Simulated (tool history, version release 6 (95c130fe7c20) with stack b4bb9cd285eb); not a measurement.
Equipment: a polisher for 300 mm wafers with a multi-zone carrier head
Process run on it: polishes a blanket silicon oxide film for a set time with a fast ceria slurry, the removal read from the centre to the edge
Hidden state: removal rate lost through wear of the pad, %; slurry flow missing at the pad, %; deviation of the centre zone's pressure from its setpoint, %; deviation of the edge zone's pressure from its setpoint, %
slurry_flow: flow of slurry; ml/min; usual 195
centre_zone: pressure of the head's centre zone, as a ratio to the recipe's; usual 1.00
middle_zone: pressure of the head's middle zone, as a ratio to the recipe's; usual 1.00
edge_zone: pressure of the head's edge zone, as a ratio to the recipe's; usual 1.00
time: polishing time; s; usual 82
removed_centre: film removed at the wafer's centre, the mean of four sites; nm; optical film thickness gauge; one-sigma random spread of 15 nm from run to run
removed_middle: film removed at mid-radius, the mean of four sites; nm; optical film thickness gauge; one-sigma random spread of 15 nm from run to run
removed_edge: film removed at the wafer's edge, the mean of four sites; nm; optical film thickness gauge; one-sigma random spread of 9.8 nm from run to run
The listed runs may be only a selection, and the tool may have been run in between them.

run     day  slurry_flow  centre_zone  middle_zone  edge_zone  time  wafers since the last listed run  wafers polished on this pad  hours since the slurry nozzle was cleaned  hours since the centre zone pressure was calibrated  hours since the edge zone pressure was calibrated  hours since the carrier head's membrane was replaced  incoming thickness of the incoming film, nm  removed_centre  removed_middle  removed_edge
  1   0.000          195         1.00         1.00       1.00    82                                 0                         1237                                      544.1                                                839.6                                              242.3                                                1767.6                                       3332.0           928.8           922.6         930.9
      0.796  -- worn pad replaced by a new one
  2   1.042          195         1.00         1.00       1.00    82                               229                           64                                      569.1                                                864.6                                              267.3                                                1792.6                                       3434.6          1025.0           999.8         997.8
  3   2.354          195         1.00         1.00       1.03    82                               344                          409                                      600.6                                                896.1                                              298.8                                                1824.1                                       3389.7           989.9           968.5        1015.6
  4   3.504          195         1.00         1.00       1.00    92                               301                          710                                      628.2                                                923.7                                              326.4                                                1851.7                                       3374.2          1070.7          1072.0        1080.5
  5   4.025          195         1.00         1.00       1.00    82                               136                          847                                      640.7                                                936.2                                              338.9                                                1864.2                                       3404.0           938.9           960.3         953.2
  6   5.242          195         1.00         1.00       1.00    82                               319                         1166                                      669.9                                                965.4                                              368.1                                                1893.4                                       3368.5           928.5           944.1         926.6
  7   6.546          195         1.00         1.00       1.00    82                               342                         1508                                      701.2                                                996.7                                              399.4                                                1924.7                                       3341.5           895.6           874.9         899.9
      6.621  -- slurry nozzle cleaned
      7.025  -- worn pad replaced by a new one
      7.612  -- centre zone pressure recalibrated
  8   7.833          230         1.00         1.00       1.00    82                               261                          189                                       29.1                                                  5.3                                              430.3                                                1955.6                                       3397.7          1056.6          1029.1        1033.4
  9   9.217          230         1.00         1.00       1.00    82                               362                          552                                       62.3                                                 38.5                                              463.5                                                1988.8                                       3324.0          1020.8           983.7         988.5
 10  10.271          195         1.00         0.92       1.00    82                               276                          829                                       87.6                                                 63.8                                              488.8                                                2014.1                                       3372.0           956.7           872.3         955.7
 11  10.792          195         1.00         0.92       1.00    82                               136                          965                                      100.1                                                 76.3                                              501.3                                                2026.6                                       3347.5           956.5           897.0         946.1
 12  11.667          170         0.95         1.00       0.93    82                               229                         1195                                      121.1                                                 97.3                                              522.3                                                2047.6                                       3392.6           874.7           871.8         884.7
     11.938  -- worn pad replaced by a new one
 13  12.212          195         1.00         1.00       1.00    82                                99                           72                                      134.2                                                110.4                                              535.4                                                2060.7                                       3315.4          1022.2          1040.9        1021.2
     13.079  -- carrier head's membrane replaced by a new one
 14  13.129          195         1.00         1.12       1.00    82                               185                          258                                      156.2                                                132.4                                              557.4                                                   1.2                                       3396.0          1024.0          1127.0        1005.0
 15  14.304          250         1.00         1.00       1.05    82                               308                          566                                      184.4                                                160.6                                              585.6                                                  29.4                                       3367.2          1032.9          1005.3        1026.2
     15.417  -- edge zone pressure recalibrated
 16  15.554          195         1.00         1.00       1.00    82                               306                          872                                      214.4                                                190.6                                                3.3                                                  59.4                                       3368.1           946.6           948.6         942.0
     16.946  -- worn pad replaced by a new one
 17  16.967          225         1.00         1.00       1.00    56                               326                            5                                      248.3                                                224.5                                               37.2                                                  93.3                                       3380.4           728.2           712.7         713.1
 18  18.133          135         0.94         0.93       1.00    82                               306                          311                                      276.3                                                252.5                                               65.2                                                 121.3                                       3409.0           862.2           893.2         941.1
 19  19.612          195         1.00         1.00       1.00    82                               388                          699                                      311.8                                                288.0                                              100.7                                                 156.8                                       3326.0           958.6           963.7         964.5
 20  20.446          220         1.00         1.00       1.00    82                               218                          918                                      331.8                                                308.0                                              120.7                                                 176.8                                       3411.2           956.1           963.5         961.5
 21  21.217          265         1.07         0.93       1.00    69                               202                         1120                                      350.3                                                326.5                                              139.2                                                 195.3                                       3368.2           895.7           771.1         801.3
 22  21.954          195         1.00         1.00       1.00    69                               193                         1313                                      368.0                                                344.2                                              156.9                                                 213.0                                       3377.7           780.9           767.6         770.0

Branching from run 22: 4 alternative next runs. What would each branch give?
  A  21.971          195         1.00         1.00       1.00    82                                 4                         1318                                      368.4                                                344.6                                              157.3                                                 213.4                                       3344.0               ?               ?             ?
  B  21.971          195         1.00         1.00       1.00    91                                 4                         1318                                      368.4                                                344.6                                              157.3                                                 213.4                                       3344.0               ?               ?             ?
  C  21.971          195         1.00         1.00       1.06   111                                 4                         1318                                      368.4                                                344.6                                              157.3                                                 213.4                                       3344.0               ?               ?             ?
  D  21.971          195         1.00         1.08       1.00    82                                 4                         1318                                      368.4                                                344.6                                              157.3                                                 213.4                                       3344.0               ?               ?             ?

run  removed_centre  removed_middle  removed_edge
  A           916.0           925.5         923.8
  B          1016.5          1027.1        1025.2
  C          1239.9          1252.7        1286.7
  D           916.5           988.0         922.8
With no hidden state in the tool, these same runs would have given:
run  removed_centre  removed_middle  removed_edge
  A          1031.8          1042.6        1040.6
  B          1145.0          1157.0        1154.8
  C          1396.7          1411.2        1449.4
  D          1032.4          1113.0        1039.5

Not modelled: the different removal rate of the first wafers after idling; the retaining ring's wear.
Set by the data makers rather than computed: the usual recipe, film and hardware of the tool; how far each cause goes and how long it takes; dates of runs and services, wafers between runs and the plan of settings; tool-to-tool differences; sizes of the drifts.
